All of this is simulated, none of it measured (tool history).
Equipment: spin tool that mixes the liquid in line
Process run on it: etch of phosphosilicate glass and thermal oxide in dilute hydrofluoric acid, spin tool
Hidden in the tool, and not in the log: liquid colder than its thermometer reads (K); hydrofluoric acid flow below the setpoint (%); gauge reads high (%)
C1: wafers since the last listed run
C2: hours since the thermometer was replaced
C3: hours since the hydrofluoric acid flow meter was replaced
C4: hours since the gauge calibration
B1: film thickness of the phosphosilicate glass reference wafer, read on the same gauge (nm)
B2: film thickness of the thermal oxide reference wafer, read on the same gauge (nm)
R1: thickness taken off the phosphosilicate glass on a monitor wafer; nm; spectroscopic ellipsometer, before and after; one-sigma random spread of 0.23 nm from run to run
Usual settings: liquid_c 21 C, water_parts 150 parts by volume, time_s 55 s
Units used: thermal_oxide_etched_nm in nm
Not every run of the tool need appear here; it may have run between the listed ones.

Run 1, day 0: usual settings; C1 0; C2 1859.4; C3 24.4; C4 967.1; B1 70; B2 150.029. Result: R1 22.86 nm, thermal_oxide_etched_nm 1.179 nm.
Run 2, day 0.983: usual settings but liquid_c 23.5 C, time_s 80 s; C1 370; C2 1883; C3 48; C4 990.7; B1 69.96; B2 149.999. Result: R1 37.25 nm, thermal_oxide_etched_nm 1.901 nm.
Run 3, day 2.417: usual settings but liquid_c 23.5 C, time_s 80 s; C1 540; C2 1917.4; C3 82.4; C4 1025.1; B1 70.03; B2 149.992. Result: R1 36.69 nm, thermal_oxide_etched_nm 1.884 nm.
Run 4, day 3.35: usual settings; C1 351; C2 1939.8; C3 104.8; C4 1047.5; B1 69.99; B2 149.991. Result: R1 22.9 nm, thermal_oxide_etched_nm 1.191 nm.
At day 4.262: thermometer replaced.
Run 5, day 4.758: usual settings; C1 514; C2 11.9; C3 138.6; C4 1081.3; B1 70; B2 150.008. Result: R1 22.8 nm, thermal_oxide_etched_nm 1.159 nm.
Run 6, day 5.283: usual settings but time_s 25 s; C1 197; C2 24.5; C3 151.2; C4 1093.9; B1 69.97; B2 149.997. Result: R1 10.28 nm, thermal_oxide_etched_nm 0.54 nm.
Run 7, day 6.438: usual settings but liquid_c 17 C, water_parts 185 parts by volume, time_s 80 s; C1 434; C2 52.2; C3 178.9; C4 1121.6; B1 69.99; B2 149.999. Result: R1 21.93 nm, thermal_oxide_etched_nm 1.125 nm.
At day 7.304: hydrofluoric acid flow meter replaced, repeated, since the last time left the tool worse.
Run 8, day 7.725: usual settings but liquid_c 23 C, water_parts 170 parts by volume, time_s 40 s; C1 469; C2 83.1; C3 10.1; C4 1152.5; B1 69.95; B2 150.008. Result: R1 18.75 nm, thermal_oxide_etched_nm 0.981 nm.
Run 9, day 8.379: usual settings but liquid_c 19 C, water_parts 220 parts by volume, time_s 85 s; C1 246; C2 98.8; C3 25.8; C4 1168.2; B1 70.02; B2 149.986. Result: R1 24.99 nm, thermal_oxide_etched_nm 1.291 nm.
At day 8.754: gauge calibrated.
Run 10, day 9.367: usual settings but liquid_c 19.5 C, water_parts 115 parts by volume, time_s 70 s; C1 372; C2 122.5; C3 49.5; C4 14.7; B1 70.01; B2 149.969. Result: R1 44.26 nm, thermal_oxide_etched_nm 2.283 nm.
Run 11, day 9.975: usual settings but liquid_c 19.5 C, water_parts 105 parts by volume, time_s 25 s; C1 229; C2 137.1; C3 64.1; C4 29.3; B1 70.02; B2 149.994. Result: R1 17.56 nm, thermal_oxide_etched_nm 0.916 nm.
Run 12, day 11.279: usual settings; C1 491; C2 168.4; C3 95.4; C4 60.6; B1 70.03; B2 149.979. Result: R1 27.33 nm, thermal_oxide_etched_nm 1.359 nm.
Run 13, day 12.112: usual settings but liquid_c 19.5 C, water_parts 105 parts by volume, time_s 25 s; C1 313; C2 188.4; C3 115.4; C4 80.6; B1 70; B2 150.004. Result: R1 17.55 nm, thermal_oxide_etched_nm 0.89 nm.
Run 14, day 12.754: usual settings but liquid_c 22.5 C, water_parts 100 parts by volume, time_s 35 s; C1 241; C2 203.8; C3 130.8; C4 96; B1 69.99; B2 149.991. Result: R1 29.11 nm, thermal_oxide_etched_nm 1.504 nm.
Run 15, day 13.842: usual settings but liquid_c 25.5 C, water_parts 125 parts by volume, time_s 40 s; C1 409; C2 229.9; C3 156.9; C4 122.1; B1 70; B2 150.021. Result: R1 29.09 nm, thermal_oxide_etched_nm 1.459 nm.
Run 16, day 14.679: usual settings but liquid_c 17 C; C1 315; C2 250; C3 177; C4 142.2; B1 70; B2 149.991. Result: R1 23.03 nm, thermal_oxide_etched_nm 1.19 nm.
Run 17, day 15.625: usual settings but time_s 40 s; C1 356; C2 272.7; C3 199.7; C4 164.9; B1 70; B2 149.987. Result: R1 19.65 nm, thermal_oxide_etched_nm 1.009 nm.
Run 18, day 16.154: usual settings but liquid_c 24 C, water_parts 95 parts by volume, time_s 70 s; C1 199; C2 285.4; C3 212.4; C4 177.6; B1 70; B2 149.987. Result: R1 65.08 nm, thermal_oxide_etched_nm 3.321 nm.
Run 19, day 16.975: usual settings but liquid_c 17.5 C; C1 309; C2 305.1; C3 232.1; C4 197.3; B1 70.01; B2 149.985. Result: R1 23.67 nm, thermal_oxide_etched_nm 1.204 nm.
Run 20, day 18.292: usual settings; C1 496; C2 336.7; C3 263.7; C4 228.9; B1 70.04; B2 150.002. Result: R1 26.94 nm, thermal_oxide_etched_nm 1.373 nm.
Run 21, day 18.829: usual settings but liquid_c 23 C; C1 202; C2 349.6; C3 276.6; C4 241.8; B1 69.96; B2 149.999. Result: R1 29.36 nm, thermal_oxide_etched_nm 1.47 nm.
Run 22, day 19.483: usual settings but liquid_c 23 C, water_parts 90 parts by volume, time_s 30 s; C1 246; C2 365.3; C3 292.3; C4 257.5; B1 69.99; B2 150.007. Result: R1 28.22 nm, thermal_oxide_etched_nm 1.455 nm.
Run 23, day 20.625: usual settings; C1 430; C2 392.7; C3 319.7; C4 284.9; B1 70.02; B2 149.99. Result: R1 26.8 nm, thermal_oxide_etched_nm 1.381 nm.
Run 24, day 21.754: usual settings but liquid_c 24 C, water_parts 95 parts by volume, time_s 70 s; C1 425; C2 419.8; C3 346.8; C4 312; B1 70; B2 149.961. Result: R1 64.61 nm, thermal_oxide_etched_nm 3.35 nm.
Run 25, day 23.025: usual settings; C1 478; C2 450.3; C3 377.3; C4 342.5; B1 69.96; B2 149.993. Result: R1 26.63 nm, thermal_oxide_etched_nm 1.359 nm.
Run 26, day 23.654: usual settings but liquid_c 24.5 C; C1 237; C2 465.4; C3 392.4; C4 357.6; B1 69.99; B2 150.022. Result: R1 31.05 nm, thermal_oxide_etched_nm 1.555 nm.

Consider 4 possible next runs. They are alternatives, not a sequence: every one starts from the tool as it was left by run 26. What does each give?
Run A, day 23.671: usual settings but water_parts 180 parts by volume; C1 6; C2 465.8; C3 392.8; C4 358; B1 ?; B2 ?. Result: R1 ?, thermal_oxide_etched_nm ?.
Run B, day 23.671: usual settings but liquid_c 25.5 C, water_parts 90 parts by volume, time_s 85 s; C1 6; C2 465.8; C3 392.8; C4 358; B1 ?; B2 ?. Result: R1 ?, thermal_oxide_etched_nm ?.
Run C, day 23.671: usual settings but time_s 70 s; C1 6; C2 465.8; C3 392.8; C4 358; B1 ?; B2 ?. Result: R1 ?, thermal_oxide_etched_nm ?.
Run D, day 23.671: usual settings but water_parts 90 parts by volume; C1 6; C2 465.8; C3 392.8; C4 358; B1 ?; B2 ?. Result: R1 ?, thermal_oxide_etched_nm ?.

run     B1       B2     R1  thermal_oxide_etched_nm
  A  69.99  149.994  21.86                    1.137
  B  69.99  149.994  89.47                    4.656
  C  69.99  149.994  34.47                    1.794
  D  69.99  149.994  48.33                    2.515
Take away the tool's hidden state, keep each run's random variation, and the runs would have read:
run     R1  thermal_oxide_etched_nm
  A  22.61                    1.176
  B  92.35                    4.806
  C  35.63                    1.854
  D  49.87                    2.595
